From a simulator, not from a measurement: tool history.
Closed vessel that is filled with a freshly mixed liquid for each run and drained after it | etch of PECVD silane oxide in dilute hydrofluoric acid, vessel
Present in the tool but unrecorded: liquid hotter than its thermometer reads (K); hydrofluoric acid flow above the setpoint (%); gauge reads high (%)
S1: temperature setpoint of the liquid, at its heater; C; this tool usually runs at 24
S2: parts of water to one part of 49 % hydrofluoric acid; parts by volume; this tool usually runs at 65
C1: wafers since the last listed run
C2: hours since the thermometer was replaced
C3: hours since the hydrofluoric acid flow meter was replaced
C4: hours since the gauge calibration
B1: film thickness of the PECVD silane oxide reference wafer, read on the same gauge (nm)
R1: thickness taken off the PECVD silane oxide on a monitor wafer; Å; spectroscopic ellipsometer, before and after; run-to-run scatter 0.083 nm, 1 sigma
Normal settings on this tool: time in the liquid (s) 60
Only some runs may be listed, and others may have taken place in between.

run 1 hour=0 | S1=26.5 S2=65 time_in_the_liquid_(s)=35 | C1=0 C2=1397.4 C3=499.5 C4=1295 | B1=150.04 | R1=113.3
run 2 hour=44.5 | S1=26.5 S2=65 time_in_the_liquid_(s)=35 | C1=5141 C2=1441.9 C3=544 C4=1339.5 | B1=150.01 | R1=113.5
run 3 hour=116.5 | S1=26.5 S2=65 time_in_the_liquid_(s)=35 | C1=8319 C2=1513.9 C3=616 C4=1411.5 | B1=149.99 | R1=112.4
run 4 hour=166.3 | S1=24 S2=65 time_in_the_liquid_(s)=80 | C1=5754 C2=1563.7 C3=665.8 C4=1461.3 | B1=150.02 | R1=234.4
run 5 hour=238.2 | S1=24 S2=65 time_in_the_liquid_(s)=80 | C1=8307 C2=1635.6 C3=737.7 C4=1533.2 | B1=150 | R1=234.4
run 6 hour=285.1 | S1=24 S2=65 time_in_the_liquid_(s)=60 | C1=5418 C2=1682.5 C3=784.6 C4=1580.1 | B1=150 | R1=173.6
run 7 hour=326.3 | S1=24 S2=65 time_in_the_liquid_(s)=60 | C1=4760 C2=1723.7 C3=825.8 C4=1621.3 | B1=149.97 | R1=174.9
run 8 hour=386.9 | S1=24 S2=65 time_in_the_liquid_(s)=60 | C1=7001 C2=1784.3 C3=886.4 C4=1681.9 | B1=149.98 | R1=176.5
run 9 hour=426.5 | S1=24 S2=65 time_in_the_liquid_(s)=60 | C1=4575 C2=1823.9 C3=926 C4=1721.5 | B1=149.96 | R1=176.5
-- hour=436.7 gauge calibrated
run 10 hour=457.1 | S1=24 S2=65 time_in_the_liquid_(s)=60 | C1=3535 C2=1854.5 C3=956.6 C4=20.4 | B1=150 | R1=176.7
run 11 hour=528.6 | S1=24 S2=65 time_in_the_liquid_(s)=60 | C1=8261 C2=1926 C3=1028.1 C4=91.9 | B1=149.97 | R1=175.7
-- hour=538.5 hydrofluoric acid flow meter replaced
run 12 hour=584.8 | S1=24 S2=65 time_in_the_liquid_(s)=60 | C1=6377 C2=1982.2 C3=46.3 C4=148.1 | B1=149.97 | R1=176.7
-- hour=591.6 thermometer replaced
run 13 hour=645.8 | S1=24 S2=65 time_in_the_liquid_(s)=60 | C1=6932 C2=54.2 C3=107.3 C4=209.1 | B1=149.97 | R1=168.3
run 14 hour=701.4 | S1=24 S2=65 time_in_the_liquid_(s)=60 | C1=6424 C2=109.8 C3=162.9 C4=264.7 | B1=150.01 | R1=170.8
run 15 hour=728 | S1=21.5 S2=85 time_in_the_liquid_(s)=30 | C1=3073 C2=136.4 C3=189.5 C4=291.3 | B1=149.99 | R1=57.7
run 16 hour=770.8 | S1=24 S2=80 time_in_the_liquid_(s)=60 | C1=4945 C2=179.2 C3=232.3 C4=334.1 | B1=150.01 | R1=135
run 17 hour=838.5 | S1=22.5 S2=85 time_in_the_liquid_(s)=30 | C1=7822 C2=246.9 C3=300 C4=401.8 | B1=149.98 | R1=60.4
run 18 hour=907.3 | S1=20 S2=65 time_in_the_liquid_(s)=75 | C1=7949 C2=315.7 C3=368.8 C4=470.6 | B1=149.97 | R1=181.2
run 19 hour=971.8 | S1=24 S2=75 time_in_the_liquid_(s)=90 | C1=7452 C2=380.2 C3=433.3 C4=535.1 | B1=149.98 | R1=217.9
run 20 hour=998.1 | S1=20.5 S2=80 time_in_the_liquid_(s)=60 | C1=3038 C2=406.5 C3=459.6 C4=561.4 | B1=149.98 | R1=118.1
run 21 hour=1069.9 | S1=21 S2=90 time_in_the_liquid_(s)=60 | C1=8295 C2=478.3 C3=531.4 C4=633.2 | B1=150 | R1=106.2
run 22 hour=1131.6 | S1=21.5 S2=85 time_in_the_liquid_(s)=30 | C1=7129 C2=540 C3=593.1 C4=694.9 | B1=149.96 | R1=57.8
run 23 hour=1162.3 | S1=21 S2=80 time_in_the_liquid_(s)=75 | C1=3547 C2=570.7 C3=623.8 C4=725.6 | B1=150.01 | R1=151.5
run 24 hour=1218.5 | S1=27 S2=45 time_in_the_liquid_(s)=90 | C1=6493 C2=626.9 C3=680 C4=781.8 | B1=150.01 | R1=433.7
run 25 hour=1270.2 | S1=29 S2=65 time_in_the_liquid_(s)=60 | C1=5973 C2=678.6 C3=731.7 C4=833.5 | B1=150.01 | R1=209
run 26 hour=1301.6 | S1=21.5 S2=40 time_in_the_liquid_(s)=60 | C1=3628 C2=710 C3=763.1 C4=864.9 | B1=150.03 | R1=257.4
run 27 hour=1420.6 | S1=24 S2=65 time_in_the_liquid_(s)=60 | C1=13749 C2=829 C3=882.1 C4=983.9 | B1=150.05 | R1=171.2

Below, some changes in R1 between adjacent runs. For each, the amount present without the hidden state too (settings, incoming material, random variation) and the amount remaining for the hidden state with gauge scatter not shared by both compared results:
Run 3 -> 4: S1 26.5 -> 24, time in the liquid (s) 35 -> 80. R1 +122 Å: hidden state +4.3, all else +117.7.
Run 12 -> 13: thermometer replaced. R1 -8.4 Å: hidden state -7, all else -1.4.
Run 23 -> 24: S1 21 -> 27, S2 80 -> 45, time in the liquid (s) 75 -> 90. R1 +282.2 Å: hidden state +4.3, all else +277.9.
Run 24 -> 25: S1 27 -> 29, S2 45 -> 65, time in the liquid (s) 90 -> 60. R1 -224.7 Å: hidden state -3.2, all else -221.5.
